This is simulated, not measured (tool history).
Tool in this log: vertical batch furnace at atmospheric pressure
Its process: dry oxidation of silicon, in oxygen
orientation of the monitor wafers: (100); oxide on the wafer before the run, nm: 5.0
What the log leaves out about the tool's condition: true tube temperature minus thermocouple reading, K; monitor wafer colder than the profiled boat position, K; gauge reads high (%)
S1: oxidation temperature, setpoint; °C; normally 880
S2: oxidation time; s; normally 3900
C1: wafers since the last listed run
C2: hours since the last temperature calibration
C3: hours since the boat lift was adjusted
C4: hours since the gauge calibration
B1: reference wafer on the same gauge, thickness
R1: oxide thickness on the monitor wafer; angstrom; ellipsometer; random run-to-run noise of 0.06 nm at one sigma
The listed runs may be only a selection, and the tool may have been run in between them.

run	hour	S1	S2	C1	C2	C3	C4	B1	R1
1	0.0	880	3900	0	2786.0	1389.1	49.7	16.20	176.8
2	29.7	862	3900	611	2815.7	1418.8	79.4	16.21	151.0
3	68.7	893	3900	802	2854.7	1457.8	118.4	16.20	199.3
4	78.3	893	3900	197	2864.3	1467.4	128.0	16.19	198.5
5	85.1	893	3900	139	2871.1	1474.2	134.8	16.21	198.4
6	134.0	880	3900	1005	2920.0	1523.1	183.7	16.19	178.0
# hour 171.5: thermocouples replaced and temperature profile calibrated
7	172.0	880	3900	288	0.5	1561.1	221.7	16.19	176.8
8	203.2	880	3900	641	31.7	1592.3	252.9	16.19	177.1
9	218.0	880	3900	304	46.5	1607.1	267.7	16.19	177.1
10	225.4	880	3900	152	53.9	1614.5	275.1	16.20	176.6
11	237.8	880	3900	255	66.3	1626.9	287.5	16.20	177.5
12	254.3	880	3900	339	82.8	1643.4	304.0	16.20	178.2
13	267.6	893	3900	273	96.1	1656.7	317.3	16.20	198.0
14	277.0	870	4410	193	105.5	1666.1	326.7	16.20	173.5
# hour 309.2: boat lift adjusted
15	309.7	865	4440	178	138.2	0.5	359.4	16.20	166.2
# hour 313.1: gauge calibrated
16	313.9	880	2400	86	142.4	4.7	0.8	16.19	136.7
17	318.1	902	3900	86	146.6	8.9	5.0	16.20	215.7
18	326.3	880	3900	168	154.8	17.1	13.2	16.21	177.7
19	377.2	866	3090	1047	205.7	68.0	64.1	16.19	138.7
20	393.8	865	2880	341	222.3	84.6	80.7	16.19	131.8
21	401.6	865	2700	160	230.1	92.4	88.5	16.21	128.1
22	413.0	901	4860	234	241.5	103.8	99.9	16.20	243.3
23	420.6	887	2070	156	249.1	111.4	107.5	16.21	133.4
24	437.3	889	4650	343	265.8	128.1	124.2	16.21	213.1

What the log doesn't show, run by run:
true tube temperature minus thermocouple reading, K: 0 in every run
monitor wafer colder than the profiled boat position, K: 0 in every run
gauge reads high (%): 0 in every run
